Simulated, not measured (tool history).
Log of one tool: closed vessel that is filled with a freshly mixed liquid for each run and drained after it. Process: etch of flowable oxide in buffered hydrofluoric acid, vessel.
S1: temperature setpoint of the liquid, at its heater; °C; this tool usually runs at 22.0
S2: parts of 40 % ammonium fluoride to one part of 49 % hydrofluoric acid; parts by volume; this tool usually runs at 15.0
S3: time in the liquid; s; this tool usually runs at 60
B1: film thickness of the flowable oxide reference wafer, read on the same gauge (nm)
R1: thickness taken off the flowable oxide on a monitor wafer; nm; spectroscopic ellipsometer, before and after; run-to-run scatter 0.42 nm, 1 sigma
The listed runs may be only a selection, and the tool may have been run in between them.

run	hour	S1	S2	S3	B1	R1
1	0.0	22.0	15.0	60	150.01	90.47
2	58.8	22.0	15.0	60	149.98	89.97
# hour 126.3: hydrofluoric acid flow meter replaced
3	135.0	26.0	15.0	60	150.01	115.16
4	322.9	26.0	15.0	60	150.02	113.76
5	420.6	26.0	15.0	60	150.02	113.43
# hour 463.2: gauge calibrated
6	486.5	22.0	15.0	60	150.02	90.71
7	561.2	22.0	15.0	60	150.00	91.10
8	623.1	22.0	15.0	60	150.00	91.26
9	717.6	22.0	15.0	60	150.02	90.63
10	824.9	22.0	15.0	60	149.99	90.00
11	899.2	22.0	15.0	60	149.99	89.17
# hour 967.4: thermometer replaced
12	967.9	22.0	15.0	60	150.00	91.12
13	1069.3	22.0	15.0	60	150.00	90.44
14	1133.2	18.0	13.0	30	149.99	41.79
15	1208.4	22.0	17.5	60	150.02	77.74
16	1300.3	22.0	15.0	60	150.00	90.59
17	1374.7	22.0	15.0	60	150.00	90.36
18	1413.9	22.0	15.0	60	150.03	89.30
# hour 1484.2: hydrofluoric acid flow meter replaced
19	1490.3	24.5	19.5	70	150.00	95.57
20	1554.3	26.0	9.5	80	150.04	234.45
21	1621.0	25.0	15.0	60	150.00	107.31
22	1669.8	22.0	15.0	60	150.00	91.86
23	1719.8	22.0	15.0	60	149.99	91.34
24	1759.4	22.0	15.0	60	150.00	90.97
25	1914.8	27.0	12.0	60	149.98	148.15
26	1975.3	17.5	18.5	40	149.98	38.07
# hour 2048.6: thermometer replaced
27	2062.8	22.0	20.0	60	150.04	69.70
# hour 2074.9: gauge calibrated
28	2121.7	22.0	20.0	45	150.02	52.15
29	2183.6	22.0	15.0	60	149.99	91.20
30	2288.8	17.5	10.5	60	150.01	99.89
31	2396.0	20.5	11.5	70	149.99	126.39
32	2475.0	18.0	17.5	90	150.02	92.84
33	2557.1	22.0	15.0	60	149.99	90.13

Some steps in R1 between neighbouring runs. How much of each would the tool show without its hidden state too (settings, what came in, random variation), and how much is left for the hidden state, with any gauge scatter that isn't in both results?
Hidden state at play: liquid colder than its thermometer reads (K); hydrofluoric acid flow below the setpoint (%); gauge reads high (%).
Run 2 -> 3: S1 22.0 -> 26.0, hydrofluoric acid flow meter replaced. R1 +25.19 nm: hidden state +2.58, all else +22.61.
Run 19 -> 20: S1 24.5 -> 26.0, S2 19.5 -> 9.5, S3 70 -> 80. R1 +138.88 nm: hidden state -2.35, all else +141.23.
Run 20 -> 21: S1 26.0 -> 25.0, S2 9.5 -> 15.0, S3 80 -> 60. R1 -127.14 nm: hidden state +1.59, all else -128.73.
Run 24 -> 25: S1 22.0 -> 27.0, S2 15.0 -> 12.0. R1 +57.18 nm: hidden state -2.39, all else +59.57.
Run 25 -> 26: S1 27.0 -> 17.5, S2 12.0 -> 18.5, S3 60 -> 40. R1 -110.08 nm: hidden state +3.42, all else -113.50.

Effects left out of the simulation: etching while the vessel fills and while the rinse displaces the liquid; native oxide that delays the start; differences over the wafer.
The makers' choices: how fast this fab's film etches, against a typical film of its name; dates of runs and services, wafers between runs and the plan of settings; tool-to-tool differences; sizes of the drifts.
